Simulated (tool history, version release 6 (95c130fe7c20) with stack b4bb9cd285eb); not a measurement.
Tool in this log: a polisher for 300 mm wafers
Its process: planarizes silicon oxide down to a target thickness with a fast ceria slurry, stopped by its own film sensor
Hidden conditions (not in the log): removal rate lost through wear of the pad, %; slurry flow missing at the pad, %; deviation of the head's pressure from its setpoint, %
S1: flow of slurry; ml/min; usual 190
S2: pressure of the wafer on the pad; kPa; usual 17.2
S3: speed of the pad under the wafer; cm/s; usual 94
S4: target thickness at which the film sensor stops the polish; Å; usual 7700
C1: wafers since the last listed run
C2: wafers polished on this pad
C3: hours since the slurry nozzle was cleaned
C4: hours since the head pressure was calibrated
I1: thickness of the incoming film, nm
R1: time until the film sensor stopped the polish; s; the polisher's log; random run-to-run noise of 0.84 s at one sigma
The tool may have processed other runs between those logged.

Run 1, hour 0.0: usual settings; C1 0; C2 1570; C3 747.7; C4 567.5; I1 1970.8. Result: R1 109.6 s.
At hour 21.2: worn pad replaced by a new one.
At hour 104.0: slurry nozzle cleaned.
Run 2, hour 195.5: usual settings; C1 1294; C2 1177; C3 91.5; C4 763.0; I1 1990.8. Result: R1 108.4 s.
Run 3, hour 249.4: usual settings but S4 8680 Å; C1 366; C2 1543; C3 145.4; C4 816.9; I1 1950.3. Result: R1 98.6 s.
At hour 285.3: worn pad replaced by a new one.
Run 4, hour 316.2: usual settings but S4 8680 Å; C1 426; C2 209; C3 212.2; C4 883.7; I1 2001.8. Result: R1 98.7 s.
Run 5, hour 349.6: usual settings but S4 8680 Å; C1 226; C2 436; C3 245.6; C4 917.1; I1 1965.7. Result: R1 95.6 s.
Run 6, hour 392.8: usual settings but S1 160 ml/min, S3 102 cm/s; C1 293; C2 730; C3 288.8; C4 960.3; I1 1981.3. Result: R1 98.6 s.
Run 7, hour 441.6: usual settings but S1 160 ml/min, S3 102 cm/s; C1 331; C2 1061; C3 337.6; C4 1009.1; I1 1993.4. Result: R1 101.2 s.
Run 8, hour 472.8: usual settings but S1 160 ml/min, S3 102 cm/s; C1 211; C2 1273; C3 368.8; C4 1040.3; I1 1974.2. Result: R1 100.5 s.
At hour 506.4: worn pad replaced by a new one.
Run 9, hour 590.2: usual settings; C1 770; C2 569; C3 486.2; C4 1157.7; I1 1968.4. Result: R1 106.9 s.
At hour 598.1: head pressure recalibrated.
Run 10, hour 659.1: usual settings; C1 454; C2 1023; C3 555.1; C4 61.0; I1 2012.8. Result: R1 112.8 s.
Run 11, hour 722.6: usual settings but S1 165 ml/min, S4 4210 Å; C1 431; C2 1455; C3 618.6; C4 124.5; I1 1977.6. Result: R1 143.2 s.
At hour 767.6: worn pad replaced by a new one.
Run 12, hour 773.9: usual settings; C1 321; C2 42; C3 669.9; C4 175.8; I1 1998.6. Result: R1 106.1 s.
At hour 804.4: slurry nozzle cleaned.
Run 13, hour 842.8: usual settings but S1 205 ml/min, S3 106 cm/s, S4 3610 Å; C1 461; C2 504; C3 38.4; C4 244.7; I1 1975.5. Result: R1 122.7 s.
Run 14, hour 904.5: usual settings but S2 22.8 kPa; C1 419; C2 923; C3 100.1; C4 306.4; I1 1959.9. Result: R1 79.8 s.
Run 15, hour 969.4: usual settings; C1 440; C2 1364; C3 165.0; C4 371.3; I1 1952.4. Result: R1 106.3 s.
At hour 1000.4: worn pad replaced by a new one.
Run 16, hour 1040.7: usual settings; C1 457; C2 273; C3 236.3; C4 442.6; I1 1987.6. Result: R1 105.8 s.
Run 17, hour 1107.3: usual settings but S2 11.7 kPa, S3 64 cm/s, S4 10750 Å; C1 452; C2 726; C3 302.9; C4 509.2; I1 2001.0. Result: R1 174.2 s.
Run 18, hour 1171.2: usual settings but S4 10060 Å; C1 434; C2 1160; C3 366.8; C4 573.1; I1 2008.6. Result: R1 89.3 s.
Run 19, hour 1216.3: usual settings but S2 11.0 kPa, S3 126 cm/s; C1 306; C2 1467; C3 411.9; C4 618.2; I1 1977.9. Result: R1 124.6 s.
At hour 1246.2: worn pad replaced by a new one.
Run 20, hour 1259.9: usual settings but S2 20.7 kPa, S3 66 cm/s; C1 269; C2 93; C3 455.5; C4 661.8; I1 1973.1. Result: R1 123.4 s.

Here are 4 independent what-if runs from the current tool condition. What would each one return?
Run A, hour 1260.3: usual settings but S3 116 cm/s; C1 2; C2 96; C3 455.9; C4 662.2; I1 2006.3. Result: R1 ?.
Run B, hour 1260.3: usual settings but S2 15.2 kPa, S3 114 cm/s; C1 2; C2 96; C3 455.9; C4 662.2; I1 2006.3. Result: R1 ?.
Run C, hour 1260.3: usual settings but S1 215 ml/min, S2 11.7 kPa, S3 64 cm/s, S4 9970 Å; C1 2; C2 96; C3 455.9; C4 662.2; I1 2006.3. Result: R1 ?.
Run D, hour 1260.3: usual settings but S1 255 ml/min, S2 22.8 kPa, S3 82 cm/s, S4 10090 Å; C1 2; C2 96; C3 455.9; C4 662.2; I1 2006.3. Result: R1 ?.

run     R1
  A   86.1
  B   99.5
  C  185.4
  D   72.7
The same runs, with their run-to-run variation unchanged, on a tool lacking any hidden condition would have given:
run     R1
  A   85.7
  B   99.1
  C  184.6
  D   72.3

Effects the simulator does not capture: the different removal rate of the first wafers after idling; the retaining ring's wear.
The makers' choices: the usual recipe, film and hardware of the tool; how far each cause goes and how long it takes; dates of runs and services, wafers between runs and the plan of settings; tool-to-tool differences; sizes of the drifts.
